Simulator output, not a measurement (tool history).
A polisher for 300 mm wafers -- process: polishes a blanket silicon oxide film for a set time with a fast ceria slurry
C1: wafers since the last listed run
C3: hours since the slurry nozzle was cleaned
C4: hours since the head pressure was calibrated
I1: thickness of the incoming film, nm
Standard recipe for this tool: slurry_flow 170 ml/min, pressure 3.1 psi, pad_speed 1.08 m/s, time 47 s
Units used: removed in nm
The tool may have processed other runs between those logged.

run 1 hour=0.0 | slurry_flow=170 pressure=2.7 pad_speed=1.08 time=47 | C1=0 wafers_polished_on_this_pad=62 C3=361.4 C4=1125.3 | I1=3425.6 | removed=652.5
run 2 hour=7.7 | slurry_flow=195 pressure=3.1 pad_speed=1.08 time=47 | C1=75 wafers_polished_on_this_pad=138 C3=369.1 C4=1133.0 | I1=3337.9 | removed=750.1
run 3 hour=51.8 | slurry_flow=195 pressure=3.1 pad_speed=1.08 time=47 | C1=434 wafers_polished_on_this_pad=572 C3=413.2 C4=1177.1 | I1=3433.3 | removed=710.5
-- hour=61.6 worn pad replaced by a new one
run 4 hour=68.2 | slurry_flow=195 pressure=3.1 pad_speed=1.08 time=47 | C1=122 wafers_polished_on_this_pad=65 C3=429.6 C4=1193.5 | I1=3393.0 | removed=762.6
-- hour=72.5 head pressure recalibrated
run 5 hour=75.9 | slurry_flow=170 pressure=3.1 pad_speed=1.08 time=43 | C1=56 wafers_polished_on_this_pad=121 C3=437.3 C4=3.4 | I1=3353.8 | removed=676.6
-- hour=91.6 slurry nozzle cleaned
run 6 hour=92.1 | slurry_flow=170 pressure=3.1 pad_speed=1.08 time=43 | C1=149 wafers_polished_on_this_pad=271 C3=0.5 C4=19.6 | I1=3411.3 | removed=660.9
run 7 hour=100.0 | slurry_flow=170 pressure=3.1 pad_speed=1.08 time=51 | C1=77 wafers_polished_on_this_pad=349 C3=8.4 C4=27.5 | I1=3406.9 | removed=769.0
-- hour=118.3 worn pad replaced by a new one
run 8 hour=118.8 | slurry_flow=170 pressure=3.1 pad_speed=1.08 time=51 | C1=145 wafers_polished_on_this_pad=4 C3=27.2 C4=46.3 | I1=3393.4 | removed=837.2
run 9 hour=124.3 | slurry_flow=170 pressure=3.1 pad_speed=1.08 time=51 | C1=54 wafers_polished_on_this_pad=58 C3=32.7 C4=51.8 | I1=3460.0 | removed=812.8
run 10 hour=136.9 | slurry_flow=170 pressure=3.1 pad_speed=1.08 time=47 | C1=124 wafers_polished_on_this_pad=183 C3=45.3 C4=64.4 | I1=3386.4 | removed=736.7
run 11 hour=150.8 | slurry_flow=205 pressure=4.1 pad_speed=0.72 time=40 | C1=136 wafers_polished_on_this_pad=319 C3=59.2 C4=78.3 | I1=3373.5 | removed=557.3
run 12 hour=160.1 | slurry_flow=170 pressure=3.1 pad_speed=1.08 time=47 | C1=91 wafers_polished_on_this_pad=411 C3=68.5 C4=87.6 | I1=3475.4 | removed=716.1
run 13 hour=172.1 | slurry_flow=205 pressure=4.1 pad_speed=1.08 time=47 | C1=118 wafers_polished_on_this_pad=529 C3=80.5 C4=99.6 | I1=3436.5 | removed=973.3
-- hour=179.3 worn pad replaced by a new one
run 14 hour=183.8 | slurry_flow=200 pressure=3.1 pad_speed=1.08 time=47 | C1=75 wafers_polished_on_this_pad=44 C3=92.2 C4=111.3 | I1=3438.3 | removed=760.4
run 15 hour=193.9 | slurry_flow=225 pressure=3.1 pad_speed=1.46 time=47 | C1=99 wafers_polished_on_this_pad=144 C3=102.3 C4=121.4 | I1=3419.0 | removed=1024.8
run 16 hour=204.0 | slurry_flow=140 pressure=4.1 pad_speed=0.72 time=47 | C1=99 wafers_polished_on_this_pad=243 C3=112.4 C4=131.5 | I1=3386.1 | removed=628.4
run 17 hour=216.2 | slurry_flow=170 pressure=3.1 pad_speed=1.32 time=51 | C1=120 wafers_polished_on_this_pad=363 C3=124.6 C4=143.7 | I1=3433.9 | removed=944.1
run 18 hour=233.0 | slurry_flow=210 pressure=3.8 pad_speed=0.98 time=33 | C1=165 wafers_polished_on_this_pad=529 C3=141.4 C4=160.5 | I1=3419.6 | removed=557.6

What if the next run were any one of these 5? Each begins from the tool's condition after run 18:
run A hour=233.4 | slurry_flow=170 pressure=3.1 pad_speed=0.80 time=47 | C1=3 wafers_polished_on_this_pad=533 C3=141.8 C4=160.9 | I1=3387.8 | removed=?
run B hour=233.4 | slurry_flow=130 pressure=3.1 pad_speed=0.94 time=47 | C1=3 wafers_polished_on_this_pad=533 C3=141.8 C4=160.9 | I1=3387.8 | removed=?
run C hour=233.4 | slurry_flow=170 pressure=3.1 pad_speed=1.08 time=59 | C1=3 wafers_polished_on_this_pad=533 C3=141.8 C4=160.9 | I1=3387.8 | removed=?
run D hour=233.4 | slurry_flow=155 pressure=2.2 pad_speed=0.84 time=47 | C1=3 wafers_polished_on_this_pad=533 C3=141.8 C4=160.9 | I1=3387.8 | removed=?
run E hour=233.4 | slurry_flow=170 pressure=2.8 pad_speed=0.74 time=57 | C1=3 wafers_polished_on_this_pad=533 C3=141.8 C4=160.9 | I1=3387.8 | removed=?

run=A removed=530.3
run=B removed=604.2
run=C removed=898.6
run=D removed=391.1
run=E removed=537.3
Without the tool's unlogged condition, the same runs would have read:
run=A removed=578.9
run=B removed=659.6
run=C removed=981.0
run=D removed=426.9
run=E removed=586.5
